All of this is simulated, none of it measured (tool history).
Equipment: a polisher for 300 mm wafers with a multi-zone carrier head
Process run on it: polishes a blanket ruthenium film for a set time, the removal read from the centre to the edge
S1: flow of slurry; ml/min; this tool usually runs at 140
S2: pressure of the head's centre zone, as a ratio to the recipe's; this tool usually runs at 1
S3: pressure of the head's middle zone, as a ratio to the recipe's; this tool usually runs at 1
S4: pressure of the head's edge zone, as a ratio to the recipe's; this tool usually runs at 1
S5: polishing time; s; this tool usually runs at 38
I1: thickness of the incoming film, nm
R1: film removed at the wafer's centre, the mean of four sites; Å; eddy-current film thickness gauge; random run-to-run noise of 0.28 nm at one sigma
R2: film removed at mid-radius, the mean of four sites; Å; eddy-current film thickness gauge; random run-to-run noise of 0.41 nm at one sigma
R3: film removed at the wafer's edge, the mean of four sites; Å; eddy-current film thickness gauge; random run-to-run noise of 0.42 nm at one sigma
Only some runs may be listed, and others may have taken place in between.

run    hour   S1    S2    S3    S4  S5     I1   R1   R2   R3
  1       0  140     1     1     1  38  499.5  277  311  316
  2    83.7  140     1  0.94     1  38    503  276  303  314
        141  -- slurry nozzle cleaned
  3   159.1  140  0.96  0.96     1  38    502  266  308  313
      189.5  -- centre zone pressure recalibrated
      218.4  -- worn pad replaced by a new one
  4   249.4  140  1.11     1  1.07  38  498.8  343  319  324
      477.4  -- edge zone pressure recalibrated
  5   519.5  190  1.07  1.08     1  38  503.6  338  358  322
  6   573.8  180     1  1.06  1.04  38  494.6  307  340  333
  7   681.6  140     1     1     1  38  504.1  293  318  318
  8   769.4  170     1     1     1  28  494.3  223  241  237
      775.6  -- carrier head's membrane replaced by a new one
      791.7  -- centre zone pressure recalibrated
  9   864.4  140     1     1     1  38  492.5  313  311  311
 10   954.9  175  0.88   0.9  0.97  38  497.2  288  302  322
      976.8  -- worn pad replaced by a new one
 11  1048.7  155     1  0.92     1  38  501.5  305  303  322
     1076.3  -- slurry nozzle cleaned
 12  1107.1  140     1  1.09     1  38  502.9  294  342  315
     1113.5  -- edge zone pressure recalibrated
 13  1205.8  140     1     1     1  38  505.8  295  311  321
 14  1264.2   90  1.06     1  0.96  38  490.7  264  279  282

What does the tool deliver on the next run?
 15  1371.2  140   1   1   1  38  495.2   ?   ?   ?

R1: 291 Å
R2: 317 Å
R3: 303 Å
Were there no unlogged condition in the tool, this run, its random variation unchanged, would have produced R1 315 Å, R2 317 Å, R3 303 Å.

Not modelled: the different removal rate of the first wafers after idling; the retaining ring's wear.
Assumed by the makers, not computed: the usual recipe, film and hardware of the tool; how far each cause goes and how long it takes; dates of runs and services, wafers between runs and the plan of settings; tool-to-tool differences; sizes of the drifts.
